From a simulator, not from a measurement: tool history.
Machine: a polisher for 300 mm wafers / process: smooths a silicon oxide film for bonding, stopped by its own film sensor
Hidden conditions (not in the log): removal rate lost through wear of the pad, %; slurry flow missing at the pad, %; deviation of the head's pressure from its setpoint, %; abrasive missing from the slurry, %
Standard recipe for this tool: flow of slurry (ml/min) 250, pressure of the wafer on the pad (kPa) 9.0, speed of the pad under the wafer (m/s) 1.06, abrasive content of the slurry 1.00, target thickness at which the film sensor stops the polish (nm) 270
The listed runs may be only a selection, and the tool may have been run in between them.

run	day	flow of slurry (ml/min)	pressure of the wafer on the pad (kPa)	speed of the pad under the wafer (m/s)	abrasive content of the slurry	target thickness at which the film sensor stops the polish (nm)	wafers since the last listed run	wafers polished on this pad	hours since the slurry nozzle was cleaned	hours since the head pressure was calibrated	hours since the slurry blender was calibrated	incoming thickness of the incoming film, nm	time until the film sensor stopped the polish (s)
1	0.000	250	9.0	1.06	1.00	270	0	1573	230.9	369.9	188.2	313.7	125.9
# day 0.329: worn pad replaced by a new one
# day 0.562: slurry nozzle cleaned
2	1.396	250	9.0	1.06	1.00	270	199	171	20.0	403.4	221.7	324.0	146.1
# day 1.700: slurry blender recalibrated
3	2.296	195	9.0	1.06	1.00	270	136	308	41.6	425.0	14.3	320.7	142.4
4	3.679	195	9.0	1.06	1.00	270	231	540	74.8	458.2	47.5	316.3	129.1
5	4.362	275	11.0	1.06	1.00	270	114	654	91.2	474.6	63.9	324.0	116.6
6	4.942	250	7.6	1.06	1.30	270	97	751	105.1	488.5	77.8	322.6	154.3
7	5.508	250	9.0	1.06	1.00	270	94	846	118.7	502.1	91.4	324.1	145.0
8	6.012	250	5.5	0.82	1.00	270	84	931	130.8	514.2	103.5	322.2	261.9
9	6.858	250	9.0	1.06	1.00	270	141	1073	151.1	534.5	123.8	320.2	137.7
10	7.450	250	12.4	1.20	1.00	270	99	1172	165.3	548.7	138.0	319.9	91.8
11	8.050	180	5.5	1.06	1.00	280	100	1272	179.7	563.1	152.4	319.7	190.6
12	8.804	250	6.2	0.88	1.30	276	126	1399	197.8	581.2	170.5	322.0	186.1
# day 9.929: worn pad replaced by a new one
13	10.217	250	9.0	1.06	0.80	270	208	48	231.7	615.1	204.4	319.7	152.6
14	10.962	250	9.0	1.06	1.00	270	125	173	249.6	633.0	222.3	317.3	133.0
# day 11.625: slurry blender recalibrated
15	12.079	250	10.3	1.30	0.75	270	173	346	276.4	659.8	10.9	321.1	125.4
# day 12.462: slurry nozzle cleaned
# day 14.492: head pressure recalibrated
16	16.512	250	9.0	1.06	1.00	270	722	1068	97.2	48.5	117.3	318.6	128.5
17	17.067	325	9.0	0.80	1.00	270	92	1161	110.5	61.8	130.6	317.9	145.3
18	18.421	340	9.0	1.06	1.00	270	226	1388	143.0	94.3	163.1	323.3	142.5
19	19.275	250	11.7	0.70	0.75	270	143	1531	163.5	114.8	183.6	321.3	139.4
# day 19.454: worn pad replaced by a new one
# day 19.896: slurry blender recalibrated
20	20.433	250	9.0	1.42	0.75	256	152	150	191.3	142.6	12.9	315.1	153.7
21	21.029	330	9.0	1.06	1.00	257	99	250	205.6	156.9	27.2	315.1	154.1
22	21.758	215	9.0	1.44	1.00	270	122	372	223.1	174.4	44.7	315.5	111.5
# day 22.108: slurry nozzle cleaned
23	22.958	250	9.0	1.06	0.85	270	194	566	20.4	203.2	73.5	322.2	144.3
24	24.362	275	11.7	1.06	0.90	270	235	802	54.1	236.9	107.2	315.9	97.5
25	25.100	250	9.0	1.06	1.00	270	123	925	71.8	254.6	124.9	321.6	137.0
26	26.383	250	7.6	1.06	1.30	270	215	1140	102.6	285.4	155.7	317.6	141.6
27	27.021	250	9.0	0.84	1.25	270	106	1247	117.9	300.7	171.0	317.5	135.5
28	27.917	250	10.3	1.06	1.00	270	150	1397	139.4	322.2	192.5	313.8	106.5
29	28.438	250	9.0	1.06	1.00	270	87	1485	151.9	334.7	205.0	319.3	136.7

Branching from run 29: 5 alternative next runs. What would each branch give?
A	28.454	250	9.0	1.16	1.00	270	2	1487	152.3	335.1	205.4	318.3	?
B	28.454	295	11.7	0.96	1.00	270	2	1487	152.3	335.1	205.4	318.3	?
C	28.454	250	9.0	1.06	1.30	270	2	1487	152.3	335.1	205.4	318.3	?
D	28.454	250	7.6	1.06	1.00	270	2	1487	152.3	335.1	205.4	318.3	?
E	28.454	185	9.0	1.06	1.00	254	2	1487	152.3	335.1	205.4	318.3	?

run	time until the film sensor stopped the polish (s)
A	124.6
B	102.5
C	121.4
D	154.3
E	183.7
Without the tool's unlogged condition, the same runs would have read:
run	time until the film sensor stopped the polish (s)
A	120.2
B	99.4
C	117.2
D	148.8
E	174.9
